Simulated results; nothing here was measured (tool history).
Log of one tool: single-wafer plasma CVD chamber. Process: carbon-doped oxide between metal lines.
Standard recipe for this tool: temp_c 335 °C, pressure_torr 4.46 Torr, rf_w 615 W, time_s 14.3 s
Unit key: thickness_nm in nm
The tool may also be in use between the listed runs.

run,hour,temp_c,pressure_torr,rf_w,time_s,"read-back reference wafer on the same gauge, thickness_nm",thickness_nm
1,0.0,335,4.46,615,14.3,101.716,87.967
2,6.6,335,4.46,615,14.3,101.729,87.782
3,22.3,335,3.75,615,12.4,101.775,74.329
4,29.5,335,3.75,615,12.4,101.711,74.665
5,41.6,335,3.75,615,12.4,101.825,74.459
6,53.4,335,4.46,615,12.4,101.873,76.667
7,64.8,335,4.46,615,16.3,101.839,100.233
8,78.1,335,4.46,615,16.3,101.802,99.914
9,92.8,335,4.46,615,14.3,101.865,87.913
10,103.5,335,4.46,615,14.3,101.804,87.933
11,119.7,335,4.46,540,15.8,101.864,93.410
# hour 134.6: capacitance manometer re-zeroed and calibrated
12,135.1,335,4.46,665,14.3,101.804,90.320
# hour 146.4: RF generator calibrated
13,146.9,335,4.46,665,14.3,101.764,90.064
14,155.9,350,4.46,705,16.0,101.811,97.981
# hour 166.4: showerhead replaced
15,199.3,335,4.46,615,14.3,101.870,88.078
16,207.1,335,4.46,615,14.3,101.889,88.219

Run 17 comes next. What will it give?
17,222.7,326,3.76,645,13.1,?,?

Run 17 came out at read-back reference wafer on the same gauge, thickness_nm 101.907, thickness_nm 82.514 nm.
Take away the tool's hidden state, keep the run-to-run variation as it was, and the same run would have given thickness_nm 82.514 nm.
